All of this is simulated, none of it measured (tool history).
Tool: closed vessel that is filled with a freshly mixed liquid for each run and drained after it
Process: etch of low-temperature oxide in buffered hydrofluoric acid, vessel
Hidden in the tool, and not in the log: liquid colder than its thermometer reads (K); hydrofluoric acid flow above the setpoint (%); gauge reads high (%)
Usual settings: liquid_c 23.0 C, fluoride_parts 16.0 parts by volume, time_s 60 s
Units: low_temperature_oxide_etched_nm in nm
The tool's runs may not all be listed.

run,hour,liquid_c,fluoride_parts,time_s,wafers since the last listed run,hours since the thermometer was replaced,hours since the hydrofluoric acid flow meter was replaced,hours since the gauge calibration,"read-back film thickness of the low-temperature oxide reference wafer, read on the same gauge (nm)",low_temperature_oxide_etched_nm
1,0.0,26.0,16.0,70,0,794.4,1315.8,943.4,150.01,98.82
# hour 9.4: thermometer replaced
2,49.9,23.0,16.0,60,3411,40.5,1365.7,993.3,149.98,77.92
3,104.6,23.0,16.0,60,3816,95.2,1420.4,1048.0,149.99,76.61
4,145.0,26.0,16.0,60,2818,135.6,1460.8,1088.4,149.99,89.31
5,203.7,26.0,16.0,60,4095,194.3,1519.5,1147.1,150.01,89.54
6,269.6,26.0,16.0,60,4597,260.2,1585.4,1213.0,149.97,89.11
7,298.2,23.0,16.0,60,1995,288.8,1614.0,1241.6,149.96,75.39
# hour 327.5: gauge calibrated
8,363.4,23.0,16.0,60,4548,354.0,1679.2,35.9,150.02,73.13
9,431.4,20.5,16.0,60,4744,422.0,1747.2,103.9,150.04,64.32
10,485.3,23.0,19.5,60,3760,475.9,1801.1,157.8,150.00,60.31
11,513.6,23.0,19.5,60,1974,504.2,1829.4,186.1,150.02,60.59
12,582.6,23.0,19.5,60,4813,573.2,1898.4,255.1,150.02,61.29
# hour 634.2: hydrofluoric acid flow meter replaced
13,640.9,21.0,16.0,60,3997,631.5,6.7,313.4,149.96,64.34
14,686.0,21.0,16.0,85,3146,676.6,51.8,358.5,150.01,92.91
15,739.4,23.0,16.0,60,3725,730.0,105.2,411.9,150.01,72.74
16,795.6,21.0,16.0,60,3920,786.2,161.4,468.1,150.04,64.16
# hour 805.1: thermometer replaced
17,830.2,23.0,16.0,60,2344,25.1,196.0,502.7,150.01,78.31
18,889.7,23.0,16.0,60,4151,84.6,255.5,562.2,149.98,77.19
19,1096.1,23.0,21.0,85,14399,291.0,461.9,768.6,150.02,84.13
20,1128.9,21.5,12.0,85,2288,323.8,494.7,801.4,150.04,132.63
21,1157.7,20.0,11.0,40,2009,352.6,523.5,830.2,150.01,61.33
22,1193.9,23.0,16.0,60,2525,388.8,559.7,866.4,150.02,75.44
23,1254.5,23.0,16.0,60,4227,449.4,620.3,927.0,149.99,73.69
24,1289.4,20.5,12.0,75,2434,484.3,655.2,961.9,149.98,107.16
25,1360.3,28.0,22.0,80,4946,555.2,726.1,1032.8,150.00,97.15
26,1416.6,23.0,16.0,90,3927,611.5,782.4,1089.1,150.03,107.29
27,1466.7,27.5,20.5,80,3495,661.6,832.5,1139.2,150.01,100.58
28,1523.7,19.5,11.5,80,3976,718.6,889.5,1196.2,150.01,111.08
29,1591.6,28.0,16.0,60,4737,786.5,957.4,1264.1,150.01,93.74
30,1639.5,23.0,16.0,60,3341,834.4,1005.3,1312.0,150.01,72.65
31,1701.6,23.0,18.5,30,4332,896.5,1067.4,1374.1,149.97,30.38
# hour 1716.6: thermometer replaced
32,1728.4,19.0,18.0,40,1799,11.8,1094.2,1400.9,150.01,36.63

4 ways to go on from here, each from the tool as it stands after run 32. What would each give?
A,1729.1,23.0,18.0,60,48,12.5,1094.9,1401.6,?,?
B,1729.1,23.0,18.0,35,48,12.5,1094.9,1401.6,?,?
C,1729.1,25.5,13.5,70,48,12.5,1094.9,1401.6,?,?
D,1729.1,27.5,20.5,60,48,12.5,1094.9,1401.6,?,?

run,"read-back film thickness of the low-temperature oxide reference wafer, read on the same gauge (nm)",low_temperature_oxide_etched_nm
A,150.01,68.42
B,150.01,39.91
C,150.01,121.42
D,150.01,77.44
Without the tool's hidden state the same runs would have given:
run,low_temperature_oxide_etched_nm
A,69.29
B,40.42
C,122.94
D,78.40
